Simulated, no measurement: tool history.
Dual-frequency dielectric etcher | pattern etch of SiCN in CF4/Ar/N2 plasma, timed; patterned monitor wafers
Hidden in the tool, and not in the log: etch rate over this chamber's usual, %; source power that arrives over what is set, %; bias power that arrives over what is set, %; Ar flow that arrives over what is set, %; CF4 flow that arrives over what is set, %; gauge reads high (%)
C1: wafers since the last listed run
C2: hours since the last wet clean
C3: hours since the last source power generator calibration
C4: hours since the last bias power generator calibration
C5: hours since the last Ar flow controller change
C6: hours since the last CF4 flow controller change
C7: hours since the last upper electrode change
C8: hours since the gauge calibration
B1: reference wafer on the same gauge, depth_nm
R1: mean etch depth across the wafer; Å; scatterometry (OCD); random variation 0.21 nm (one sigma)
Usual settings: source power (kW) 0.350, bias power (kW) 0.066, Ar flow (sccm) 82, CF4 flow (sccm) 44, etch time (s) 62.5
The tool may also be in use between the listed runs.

{"run": 1, "hour": 0.0, "source power (kW)": 0.35, "bias power (kW)": 0.059, "Ar flow (sccm)": 82, "CF4 flow (sccm)": 37, "etch time (s)": 62.5, "C1": 0, "C2": 268.7, "C3": 328.4, "C4": 5252.1, "C5": 20.6, "C6": 193.0, "C7": 7.9, "C8": 342.6, "B1": 36.38, "R1": 380.7}
{"hour": 16.7, "done": "bias power generator calibrated"}
{"run": 2, "hour": 23.2, "source power (kW)": 0.43, "bias power (kW)": 0.056, "Ar flow (sccm)": 82, "CF4 flow (sccm)": 34, "etch time (s)": 62.5, "C1": 205, "C2": 291.9, "C3": 351.6, "C4": 6.5, "C5": 43.8, "C6": 216.2, "C7": 31.1, "C8": 365.8, "B1": 36.42, "R1": 416.9}
{"run": 3, "hour": 54.1, "source power (kW)": 0.35, "bias power (kW)": 0.078, "Ar flow (sccm)": 101, "CF4 flow (sccm)": 52, "etch time (s)": 47.5, "C1": 331, "C2": 322.8, "C3": 382.5, "C4": 37.4, "C5": 74.7, "C6": 247.1, "C7": 62.0, "C8": 396.7, "B1": 36.4, "R1": 310.0}
{"run": 4, "hour": 74.7, "source power (kW)": 0.35, "bias power (kW)": 0.066, "Ar flow (sccm)": 82, "CF4 flow (sccm)": 44, "etch time (s)": 62.5, "C1": 220, "C2": 343.4, "C3": 403.1, "C4": 58.0, "C5": 95.3, "C6": 267.7, "C7": 82.6, "C8": 417.3, "B1": 36.4, "R1": 398.6}
{"run": 5, "hour": 91.9, "source power (kW)": 0.35, "bias power (kW)": 0.081, "Ar flow (sccm)": 82, "CF4 flow (sccm)": 44, "etch time (s)": 68.5, "C1": 184, "C2": 360.6, "C3": 420.3, "C4": 75.2, "C5": 112.5, "C6": 284.9, "C7": 99.8, "C8": 434.5, "B1": 36.36, "R1": 461.2}
{"run": 6, "hour": 117.3, "source power (kW)": 0.35, "bias power (kW)": 0.061, "Ar flow (sccm)": 64, "CF4 flow (sccm)": 44, "etch time (s)": 62.5, "C1": 272, "C2": 386.0, "C3": 445.7, "C4": 100.6, "C5": 137.9, "C6": 310.3, "C7": 125.2, "C8": 459.9, "B1": 36.41, "R1": 412.4}
{"run": 7, "hour": 145.5, "source power (kW)": 0.32, "bias power (kW)": 0.066, "Ar flow (sccm)": 82, "CF4 flow (sccm)": 53, "etch time (s)": 52.5, "C1": 302, "C2": 414.2, "C3": 473.9, "C4": 128.8, "C5": 166.1, "C6": 338.5, "C7": 153.4, "C8": 488.1, "B1": 36.4, "R1": 328.8}
{"run": 8, "hour": 175.9, "source power (kW)": 0.35, "bias power (kW)": 0.066, "Ar flow (sccm)": 93, "CF4 flow (sccm)": 44, "etch time (s)": 62.5, "C1": 325, "C2": 444.6, "C3": 504.3, "C4": 159.2, "C5": 196.5, "C6": 368.9, "C7": 183.8, "C8": 518.5, "B1": 36.48, "R1": 393.9}
{"run": 9, "hour": 211.3, "source power (kW)": 0.35, "bias power (kW)": 0.074, "Ar flow (sccm)": 93, "CF4 flow (sccm)": 47, "etch time (s)": 52.0, "C1": 379, "C2": 480.0, "C3": 539.7, "C4": 194.6, "C5": 231.9, "C6": 404.3, "C7": 219.2, "C8": 553.9, "B1": 36.38, "R1": 343.1}
{"run": 10, "hour": 241.7, "source power (kW)": 0.32, "bias power (kW)": 0.066, "Ar flow (sccm)": 82, "CF4 flow (sccm)": 44, "etch time (s)": 62.5, "C1": 325, "C2": 510.4, "C3": 570.1, "C4": 225.0, "C5": 262.3, "C6": 434.7, "C7": 249.6, "C8": 584.3, "B1": 36.42, "R1": 384.7}
{"run": 11, "hour": 268.2, "source power (kW)": 0.35, "bias power (kW)": 0.066, "Ar flow (sccm)": 93, "CF4 flow (sccm)": 44, "etch time (s)": 62.5, "C1": 283, "C2": 536.9, "C3": 596.6, "C4": 251.5, "C5": 288.8, "C6": 461.2, "C7": 276.1, "C8": 610.8, "B1": 36.42, "R1": 395.4}

Forecast run 12:
{"run": 12, "hour": 291.6, "source power (kW)": 0.35, "bias power (kW)": 0.066, "Ar flow (sccm)": 82, "CF4 flow (sccm)": 50, "etch time (s)": 62.5, "C1": 250, "C2": 560.3, "C3": 620.0, "C4": 274.9, "C5": 312.2, "C6": 484.6, "C7": 299.5, "C8": 634.2, "B1": "?", "R1": "?"}

B1: 36.46
R1: 416.0 Å
Without the tool's hidden state the same run would have given R1 400.8 Å.

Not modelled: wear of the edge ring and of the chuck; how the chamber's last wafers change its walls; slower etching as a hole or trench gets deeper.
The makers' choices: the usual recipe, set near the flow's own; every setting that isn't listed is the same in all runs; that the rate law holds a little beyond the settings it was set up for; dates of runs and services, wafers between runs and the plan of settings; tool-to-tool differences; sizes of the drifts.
